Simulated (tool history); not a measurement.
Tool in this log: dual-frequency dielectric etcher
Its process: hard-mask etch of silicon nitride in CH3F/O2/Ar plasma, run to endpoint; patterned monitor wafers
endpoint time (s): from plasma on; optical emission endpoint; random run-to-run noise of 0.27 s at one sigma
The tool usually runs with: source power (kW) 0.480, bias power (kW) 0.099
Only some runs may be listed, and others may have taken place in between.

run     day  source power (kW)  bias power (kW)  wafers since the last listed run  hours since the last wet clean  hours since the last source power generator calibration  hours since the last bias power generator calibration  hours since the last upper electrode change  incoming incoming film thickness, nm  endpoint time (s)
  1   0.000              0.480            0.099                                 0                           300.6                                                   1128.5                                                 3682.6                                       1874.0                                 35.32               39.9
  2   4.400              0.480            0.099                               913                           406.2                                                   1234.1                                                 3788.2                                       1979.6                                 35.30               39.7
      7.833  -- wet clean of the chamber
  3   7.854              0.480            0.099                               509                             0.5                                                   1317.0                                                 3871.1                                       2062.5                                 35.68               41.6
  4  10.371              0.480            0.099                               522                            60.9                                                   1377.4                                                 3931.5                                       2122.9                                 35.36               41.2
  5  13.962              0.480            0.099                               745                           147.1                                                   1463.6                                                 4017.7                                       2209.1                                 35.87               41.0
  6  16.842              0.480            0.106                               597                           216.2                                                   1532.7                                                 4086.8                                       2278.2                                 35.41               38.6
  7  19.496              0.480            0.114                               551                           279.9                                                   1596.4                                                 4150.5                                       2341.9                                 35.69               38.4
     23.138  -- upper electrode replaced
  8  23.158              0.480            0.114                               552                           367.8                                                   1684.3                                                 4238.4                                          0.5                                 35.78               38.1
  9  26.300              0.480            0.099                               652                           443.2                                                   1759.7                                                 4313.8                                         75.9                                 35.36               39.2
     29.108  -- wet clean of the chamber
 10  29.129              0.480            0.099                               379                             0.5                                                   1827.6                                                 4381.7                                        143.8                                 35.65               41.2
     31.350  -- bias power generator calibrated
 11  32.000              0.360            0.090                               561                            69.4                                                   1896.5                                                   15.6                                        212.7                                 35.36               46.5
     34.333  -- source power generator calibrated
 12  35.775              0.480            0.099                               749                           160.0                                                     34.6                                                  106.2                                        303.3                                 35.32               40.4
 13  39.267              0.440            0.109                               724                           243.8                                                    118.4                                                  190.0                                        387.1                                 35.73               40.3
 14  43.708              0.430            0.086                               922                           350.4                                                    225.0                                                  296.6                                        493.7                                 35.36               43.3
 15  49.421              0.580            0.075                              1186                           487.5                                                    362.1                                                  433.7                                        630.8                                 35.65               42.0
     52.988  -- wet clean of the chamber
 16  53.008              0.480            0.121                               537                             0.5                                                    448.2                                                  519.8                                        716.9                                 35.32               37.8
 17  55.512              0.480            0.099                               519                            60.6                                                    508.3                                                  579.9                                        777.0                                 35.42               40.9
 18  57.317              0.480            0.111                               374                           103.9                                                    551.6                                                  623.2                                        820.3                                 35.19               38.6

3 ways to go on from here, each from the tool as it stands after run 18. What would each give?
  A  57.333              0.480            0.109                                 3                           104.3                                                    552.0                                                  623.6                                        820.7                                 35.20                  ?
  B  57.333              0.450            0.099                                 3                           104.3                                                    552.0                                                  623.6                                        820.7                                 35.20                  ?
  C  57.333              0.420            0.099                                 3                           104.3                                                    552.0                                                  623.6                                        820.7                                 35.20                  ?

run  endpoint time (s)
  A               39.4
  B               41.9
  C               42.7
Stripped of hidden state, with their random variation kept, the same runs would have yielded:
run  endpoint time (s)
  A               39.8
  B               42.3
  C               43.2

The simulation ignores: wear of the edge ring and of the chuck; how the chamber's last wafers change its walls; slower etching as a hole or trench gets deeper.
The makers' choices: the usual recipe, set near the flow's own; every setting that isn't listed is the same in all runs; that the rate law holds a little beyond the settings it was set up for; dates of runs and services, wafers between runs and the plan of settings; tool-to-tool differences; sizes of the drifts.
